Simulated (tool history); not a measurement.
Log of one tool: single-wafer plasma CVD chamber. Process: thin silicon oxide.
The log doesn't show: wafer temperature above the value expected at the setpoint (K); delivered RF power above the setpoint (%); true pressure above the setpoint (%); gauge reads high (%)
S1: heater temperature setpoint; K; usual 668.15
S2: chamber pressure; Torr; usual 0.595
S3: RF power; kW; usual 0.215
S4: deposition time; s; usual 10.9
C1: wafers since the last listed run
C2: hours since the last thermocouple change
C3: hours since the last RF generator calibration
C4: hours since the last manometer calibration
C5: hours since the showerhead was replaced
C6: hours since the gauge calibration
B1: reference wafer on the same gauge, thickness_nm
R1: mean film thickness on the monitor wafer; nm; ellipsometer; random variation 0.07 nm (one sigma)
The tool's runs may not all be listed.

Run 1, hour 0: usual settings; C1 0; C2 1362.4; C3 1293.6; C4 2549.5; C5 5691.4; C6 1162.4; B1 15.304. Result: R1 12.703 nm.
Run 2, hour 22.6: usual settings; C1 659; C2 1385; C3 1316.2; C4 2572.1; C5 5714; C6 1185; B1 15.284. Result: R1 12.719 nm.
At hour 89.8: gauge calibrated.
Run 3, hour 113.2: usual settings; C1 2645; C2 1475.6; C3 1406.8; C4 2662.7; C5 5804.6; C6 23.4; B1 15.311. Result: R1 12.657 nm.
At hour 151.7: showerhead replaced, of another model than before.
At hour 159.9: capacitance manometer re-zeroed and calibrated.
Run 4, hour 160.4: usual settings but S1 671.15 K; C1 910; C2 1522.8; C3 1454; C4 0.5; C5 8.7; C6 70.6; B1 15.32. Result: R1 12.393 nm.
Run 5, hour 183.3: usual settings but S1 662.15 K, S2 0.469 Torr, S3 0.195 kW, S4 10 s; C1 668; C2 1545.7; C3 1476.9; C4 23.4; C5 31.6; C6 93.5; B1 15.301. Result: R1 9.501 nm.
Run 6, hour 212.8: usual settings but S2 0.479 Torr, S3 0.255 kW, S4 12.1 s; C1 861; C2 1575.2; C3 1506.4; C4 52.9; C5 61.1; C6 123; B1 15.256. Result: R1 14.581 nm.
Run 7, hour 237.6: usual settings but S2 0.692 Torr, S4 9.1 s; C1 724; C2 1600; C3 1531.2; C4 77.7; C5 85.9; C6 147.8; B1 15.333. Result: R1 10.978 nm.
Run 8, hour 263.3: usual settings; C1 750; C2 1625.7; C3 1556.9; C4 103.4; C5 111.6; C6 173.5; B1 15.344. Result: R1 12.475 nm.
Run 9, hour 296.7: usual settings but S1 662.15 K, S2 0.469 Torr, S3 0.195 kW, S4 10 s; C1 975; C2 1659.1; C3 1590.3; C4 136.8; C5 145; C6 206.9; B1 15.302. Result: R1 9.503 nm.
Run 10, hour 328.8: usual settings; C1 937; C2 1691.2; C3 1622.4; C4 168.9; C5 177.1; C6 239; B1 15.322. Result: R1 12.432 nm.
Run 11, hour 359.4: usual settings; C1 893; C2 1721.8; C3 1653; C4 199.5; C5 207.7; C6 269.6; B1 15.311. Result: R1 12.408 nm.
Run 12, hour 380.9: usual settings but S1 678.15 K; C1 627; C2 1743.3; C3 1674.5; C4 221; C5 229.2; C6 291.1; B1 15.302. Result: R1 12.32 nm.
Run 13, hour 394.7: usual settings; C1 402; C2 1757.1; C3 1688.3; C4 234.8; C5 243; C6 304.9; B1 15.283. Result: R1 12.304 nm.
Run 14, hour 420.6: usual settings; C1 756; C2 1783; C3 1714.2; C4 260.7; C5 268.9; C6 330.8; B1 15.3. Result: R1 12.335 nm.
At hour 431.3: thermocouple changed; heater temperature recalibrated.
Run 15, hour 443.7: usual settings but S1 678.15 K, S2 0.651 Torr, S3 0.195 kW, S4 9.9 s; C1 440; C2 12.4; C3 1737.3; C4 283.8; C5 292; C6 353.9; B1 15.281. Result: R1 10.479 nm.
Run 16, hour 516.3: usual settings but S1 655.15 K, S2 0.733 Torr, S3 0.26 kW, S4 10.3 s; C1 2119; C2 85; C3 1809.9; C4 356.4; C5 364.6; C6 426.5; B1 15.292. Result: R1 14.73 nm.
At hour 526.5: RF generator calibrated.
Run 17, hour 529.4: usual settings; C1 148; C2 98.1; C3 2.9; C4 369.5; C5 377.7; C6 439.6; B1 15.314. Result: R1 12.933 nm.
Run 18, hour 544.1: usual settings but S1 656.15 K, S4 10.1 s; C1 429; C2 112.8; C3 17.6; C4 384.2; C5 392.4; C6 454.3; B1 15.282. Result: R1 11.816 nm.
Run 19, hour 566.7: usual settings; C1 659; C2 135.4; C3 40.2; C4 406.8; C5 415; C6 476.9; B1 15.291. Result: R1 12.817 nm.
Run 20, hour 586.6: usual settings but S1 658.15 K, S2 0.508 Torr, S3 0.255 kW, S4 10 s; C1 581; C2 155.3; C3 60.1; C4 426.7; C5 434.9; C6 496.8; B1 15.313. Result: R1 12.581 nm.
Run 21, hour 617.6: usual settings but S3 0.235 kW; C1 905; C2 186.3; C3 91.1; C4 457.7; C5 465.9; C6 527.8; B1 15.303. Result: R1 13.722 nm.
Run 22, hour 640.2: usual settings but S1 672.15 K; C1 659; C2 208.9; C3 113.7; C4 480.3; C5 488.5; C6 550.4; B1 15.316. Result: R1 12.706 nm.
Run 23, hour 676.1: usual settings but S1 682.15 K, S3 0.255 kW; C1 1048; C2 244.8; C3 149.6; C4 516.2; C5 524.4; C6 586.3; B1 15.303. Result: R1 14.459 nm.
Run 24, hour 695.6: usual settings but S1 674.15 K, S4 12.7 s; C1 569; C2 264.3; C3 169.1; C4 535.7; C5 543.9; C6 605.8; B1 15.325. Result: R1 14.943 nm.
Run 25, hour 724.1: usual settings but S1 674.15 K, S2 0.456 Torr, S4 9.9 s; C1 832; C2 292.8; C3 197.6; C4 564.2; C5 572.4; C6 634.3; B1 15.29. Result: R1 10.457 nm.
Run 26, hour 758.8: usual settings but S1 677.15 K, S2 0.634 Torr, S3 0.25 kW, S4 12 s; C1 1013; C2 327.5; C3 232.3; C4 598.9; C5 607.1; C6 669; B1 15.306. Result: R1 16.32 nm.
Run 27, hour 793.2: usual settings but S1 682.15 K, S4 9.7 s; C1 1004; C2 361.9; C3 266.7; C4 633.3; C5 641.5; C6 703.4; B1 15.3. Result: R1 11.245 nm.

5 ways to go on from here, each from the tool as it stands after run 27. What would each give?
Run A, hour 793.6: usual settings; C1 11; C2 362.3; C3 267.1; C4 633.7; C5 641.9; C6 703.8; B1 ?. Result: R1 ?.
Run B, hour 793.6: usual settings but S2 0.458 Torr, S4 9.2 s; C1 11; C2 362.3; C3 267.1; C4 633.7; C5 641.9; C6 703.8; B1 ?. Result: R1 ?.
Run C, hour 793.6: usual settings but S3 0.18 kW; C1 11; C2 362.3; C3 267.1; C4 633.7; C5 641.9; C6 703.8; B1 ?. Result: R1 ?.
Run D, hour 793.6: usual settings but S1 662.15 K, S2 0.52 Torr, S4 11.7 s; C1 11; C2 362.3; C3 267.1; C4 633.7; C5 641.9; C6 703.8; B1 ?. Result: R1 ?.
Run E, hour 793.6: usual settings but S1 664.15 K, S2 0.486 Torr; C1 11; C2 362.3; C3 267.1; C4 633.7; C5 641.9; C6 703.8; B1 ?. Result: R1 ?.

run      B1      R1
  A  15.303  12.839
  B  15.303   9.746
  C  15.303  10.772
  D  15.303  13.068
  E  15.303  11.836
Without the tool's hidden state the same runs would have given:
run      R1
  A  12.935
  B   9.819
  C  10.865
  D  13.165
  E  11.924
